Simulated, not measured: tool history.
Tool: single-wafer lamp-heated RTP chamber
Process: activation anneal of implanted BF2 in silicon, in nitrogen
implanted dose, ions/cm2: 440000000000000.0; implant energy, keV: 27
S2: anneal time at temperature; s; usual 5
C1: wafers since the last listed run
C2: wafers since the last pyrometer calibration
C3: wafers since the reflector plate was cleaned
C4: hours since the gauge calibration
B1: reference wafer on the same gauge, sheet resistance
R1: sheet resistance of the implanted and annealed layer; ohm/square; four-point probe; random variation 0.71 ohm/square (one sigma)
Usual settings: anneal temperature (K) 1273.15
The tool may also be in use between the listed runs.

Run 1, hour 0: usual settings but S2 3 s; C1 0; C2 3757; C3 3757; C4 257; B1 341.92. Result: R1 298.81 ohm/square.
At hour 9.6: pyrometer window cleaned and pyrometer calibrated.
Run 2, hour 47.7: usual settings but S2 3 s; C1 898; C2 861; C3 4655; C4 304.7; B1 341.88. Result: R1 300.51 ohm/square.
Run 3, hour 72.9: usual settings but S2 3 s; C1 570; C2 1431; C3 5226; C4 329.9; B1 341.99. Result: R1 299.02 ohm/square.
Run 4, hour 112.1: usual settings but anneal temperature (K) 1290.15; C1 886; C2 2318; C3 6113; C4 369.1; B1 341.93. Result: R1 295.13 ohm/square.
At hour 203.4: gauge calibrated.
At hour 214.9: pyrometer window cleaned and pyrometer calibrated.
At hour 240.1: reflector plate cleaned.
Run 5, hour 240.6: usual settings but anneal temperature (K) 1290.15; C1 2545; C2 401; C3 12; C4 37.2; B1 341.96. Result: R1 296.24 ohm/square.
Run 6, hour 311.3: usual settings but anneal temperature (K) 1290.15; C1 1599; C2 2000; C3 1612; C4 107.9; B1 342.01. Result: R1 295.29 ohm/square.
Run 7, hour 379.8: usual settings; C1 1549; C2 3550; C3 3161; C4 176.4; B1 342.13. Result: R1 297.75 ohm/square.
At hour 388.4: pyrometer window cleaned and pyrometer calibrated.
Run 8, hour 433.4: usual settings; C1 1031; C2 1018; C3 4193; C4 230; B1 342.04. Result: R1 298.92 ohm/square.
Run 9, hour 499.8: usual settings but anneal temperature (K) 1292.15; C1 1502; C2 2521; C3 5696; C4 296.4; B1 341.9. Result: R1 295.17 ohm/square.
Run 10, hour 527.7: usual settings; C1 631; C2 3152; C3 6327; C4 324.3; B1 342.04. Result: R1 297.85 ohm/square.
Run 11, hour 559.8: usual settings but S2 3 s; C1 726; C2 3879; C3 7053; C4 356.4; B1 341.95. Result: R1 298.93 ohm/square.
At hour 603.7: pyrometer window cleaned and pyrometer calibrated.
Run 12, hour 609.2: usual settings but S2 7 s; C1 936; C2 123; C3 7990; C4 405.8; B1 342.04. Result: R1 300.47 ohm/square.
Run 13, hour 677.5: usual settings but anneal temperature (K) 1301.15, S2 7 s; C1 1545; C2 1669; C3 9535; C4 474.1; B1 342.05. Result: R1 293.53 ohm/square.
At hour 682.7: gauge calibrated.
At hour 700.2: reflector plate cleaned.
Run 14, hour 705.4: usual settings but anneal temperature (K) 1285.15, S2 6 s; C1 450; C2 2119; C3 116; C4 22.7; B1 342.11. Result: R1 295.81 ohm/square.
Run 15, hour 731.8: usual settings but anneal temperature (K) 1284.15, S2 3 s; C1 597; C2 2716; C3 714; C4 49.1; B1 342.16. Result: R1 296.76 ohm/square.
Run 16, hour 761.1: usual settings but anneal temperature (K) 1245.15, S2 6 s; C1 662; C2 3379; C3 1377; C4 78.4; B1 341.99. Result: R1 308.03 ohm/square.
At hour 812.6: pyrometer window cleaned and pyrometer calibrated.
Run 17, hour 938.6: usual settings but anneal temperature (K) 1282.15, S2 6 s; C1 3835; C2 2851; C3 5212; C4 255.9; B1 341.91. Result: R1 296.94 ohm/square.

Hidden state or all else? Some run-to-run changes of R1, split into what the settings, what came in and random variation would give without the hidden state, and what is left for the hidden state (with any gauge scatter that isn't in both results):
The hidden state here: true wafer temperature minus pyrometer reading, K; wafer temperature error from the tarnished reflector plate, K; gauge reads high (%).
Run 15 -> 16: anneal temperature (K) 1284.15 -> 1245.15, S2 3 -> 6. R1 +11.27 ohm/square: hidden state -7.71, all else +18.98.
Run 16 -> 17: anneal temperature (K) 1245.15 -> 1282.15, pyrometer window cleaned and pyrometer calibrated. R1 -11.09 ohm/square: hidden state +7.83, all else -18.92.
